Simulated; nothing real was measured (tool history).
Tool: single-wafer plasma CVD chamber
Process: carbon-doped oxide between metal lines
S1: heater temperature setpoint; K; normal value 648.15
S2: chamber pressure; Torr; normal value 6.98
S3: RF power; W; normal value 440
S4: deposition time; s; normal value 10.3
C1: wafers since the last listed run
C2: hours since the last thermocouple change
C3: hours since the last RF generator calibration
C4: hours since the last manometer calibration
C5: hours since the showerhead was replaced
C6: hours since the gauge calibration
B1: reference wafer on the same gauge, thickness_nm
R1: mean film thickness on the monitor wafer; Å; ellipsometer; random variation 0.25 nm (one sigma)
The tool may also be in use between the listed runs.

run	hour	S1	S2	S3	S4	C1	C2	C3	C4	C5	C6	B1	R1
1	0.0	648.15	6.98	375	10.3	0	2249.9	1061.0	2729.1	8210.1	179.9	54.045	435.01
2	16.1	648.15	5.66	440	10.3	472	2266.0	1077.1	2745.2	8226.2	196.0	53.973	472.27
3	29.0	648.15	6.98	440	10.3	378	2278.9	1090.0	2758.1	8239.1	208.9	54.120	485.78
4	55.3	648.15	6.98	440	10.3	771	2305.2	1116.3	2784.4	8265.4	235.2	54.077	482.25
5	70.6	648.15	6.98	440	10.3	448	2320.5	1131.6	2799.7	8280.7	250.5	54.097	482.67
6	82.9	648.15	7.37	440	10.3	360	2332.8	1143.9	2812.0	8293.0	262.8	54.097	484.48
7	93.6	648.15	7.37	440	10.3	313	2343.5	1154.6	2822.7	8303.7	273.5	54.062	481.27
8	99.7	648.15	6.98	500	10.3	178	2349.6	1160.7	2828.8	8309.8	279.6	54.126	522.72
9	110.7	648.15	6.98	400	11.1	322	2360.6	1171.7	2839.8	8320.8	290.6	54.056	486.01
10	124.4	648.15	6.98	440	8.7	401	2374.3	1185.4	2853.5	8334.5	304.3	54.061	405.76
11	132.6	648.15	8.25	440	10.3	240	2382.5	1193.6	2861.7	8342.7	312.5	54.054	491.17
# hour 145.3: showerhead replaced
12	145.8	648.15	8.25	440	10.3	152	2395.7	1206.8	2874.9	0.5	325.7	53.982	493.61
13	155.3	648.15	8.25	440	10.3	278	2405.2	1216.3	2884.4	10.0	335.2	54.029	486.12
14	173.1	648.15	6.98	440	10.3	522	2423.0	1234.1	2902.2	27.8	353.0	54.240	485.09
# hour 190.8: gauge calibrated
# hour 194.0: RF generator calibrated
15	194.5	648.15	6.98	500	10.3	393	2444.4	0.5	2923.6	49.2	3.7	54.062	521.50
16	208.1	648.15	8.25	440	10.3	399	2458.0	14.1	2937.2	62.8	17.3	54.114	487.79

What will run 17 give?
17	219.7	648.15	8.25	440	10.3	340	2469.6	25.7	2948.8	74.4	28.9	?	?

Run 17 measured B1 54.016, R1 488.25 Å.
On a tool with no hidden condition, and with the same random variation, this run would have come out at R1 488.25 Å.
